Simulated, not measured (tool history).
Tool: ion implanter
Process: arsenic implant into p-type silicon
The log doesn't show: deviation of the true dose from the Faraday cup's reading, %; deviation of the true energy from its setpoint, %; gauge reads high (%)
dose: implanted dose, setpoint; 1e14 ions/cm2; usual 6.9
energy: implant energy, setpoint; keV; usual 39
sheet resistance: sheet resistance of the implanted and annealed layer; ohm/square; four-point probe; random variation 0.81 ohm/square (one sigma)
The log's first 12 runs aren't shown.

run,hour,dose,energy,wafers since the last listed run,hours since the last dose calibration,hours since the extraction supply was calibrated,hours since the gauge calibration,"read-back reference wafer on the same gauge, sheet resistance",sheet resistance
13,899.8,6.9,39,3375,1040.6,6117.7,391.8,164.76,142.01
14,956.4,6.9,39,1873,1097.2,6174.3,448.4,164.91,141.67
15,1012.6,6.9,39,1860,1153.4,6230.5,504.6,164.43,142.47
16,1102.6,6.4,47,2978,1243.4,6320.5,594.6,164.9,145.74
17,1185.5,8.5,39,2743,1326.3,6403.4,677.5,164.37,122.01
18,1256.7,6.9,39,2356,1397.5,6474.6,748.7,164.06,141.35
# hour 1312.4: Faraday cup replaced and dose calibrated
# hour 1388.8: extraction supply calibrated
19,1460.2,8.27,42.5,6205,147.8,71.4,952.2,163.09,121.18
20,1564.3,7.9,39,3445,251.9,175.5,1056.3,163.45,125.83
21,1637.5,6.34,33,2422,325.1,248.7,1129.5,162.57,153.7
22,1741.9,6.9,39,3455,429.5,353.1,1233.9,161.8,138.17
23,1799.9,6.04,31,1919,487.5,411.1,1291.9,161.76,161.03
24,1884.3,5.78,26,2793,571.9,495.5,1376.3,161.17,168.4
25,1955.4,6.9,39,2353,643,566.6,1447.4,160.86,139.11
26,2183,8.13,39,7532,870.6,794.2,1675,158.23,121.95
27,2276.5,8.76,30,3094,964.1,887.7,1768.5,158.09,120.33
# hour 2297.2: gauge calibrated
28,2379.3,6.9,39,3402,1066.9,990.5,82.1,166.76,144.91
29,2468.6,6.9,39,2955,1156.2,1079.8,171.4,166.62,145.5
30,2574.8,6.9,39,3514,1262.4,1186,277.6,166.18,145.4
31,2654.5,4.99,26.5,2637,1342.1,1265.7,357.3,166.05,193.83
32,2693.6,8.47,50.5,1294,1381.2,1304.8,396.4,166.15,117.65
33,2788.4,8.66,32.5,3137,1476,1399.6,491.2,165.54,124.88
34,2836.7,8.84,34.5,1598,1524.3,1447.9,539.5,165.58,120.94
# hour 2845.3: Faraday cup replaced and dose calibrated
35,2938.9,7.87,47.5,3117,93.6,1550.1,641.7,165.27,125.73
36,3228.4,5.23,25.5,9581,383.1,1839.6,931.2,164.09,185.65

Forecast each of these 5 alternatives for the next run:
A,3228.8,6.9,32.5,13,383.5,1840,931.6,?,?
B,3228.8,6.15,39,13,383.5,1840,931.6,?,?
C,3228.8,5.67,39,13,383.5,1840,931.6,?,?
D,3228.8,8.68,45.5,13,383.5,1840,931.6,?,?
E,3228.8,8.87,32.5,13,383.5,1840,931.6,?,?

run,"read-back reference wafer on the same gauge, sheet resistance",sheet resistance
A,164.25,145.43
B,164.25,154.3
C,164.25,164.22
D,164.25,116.43
E,164.25,121.28
Without the tool's hidden state the same runs would have given:
run,sheet resistance
A,147.69
B,156.7
C,166.77
D,118.24
E,123.16

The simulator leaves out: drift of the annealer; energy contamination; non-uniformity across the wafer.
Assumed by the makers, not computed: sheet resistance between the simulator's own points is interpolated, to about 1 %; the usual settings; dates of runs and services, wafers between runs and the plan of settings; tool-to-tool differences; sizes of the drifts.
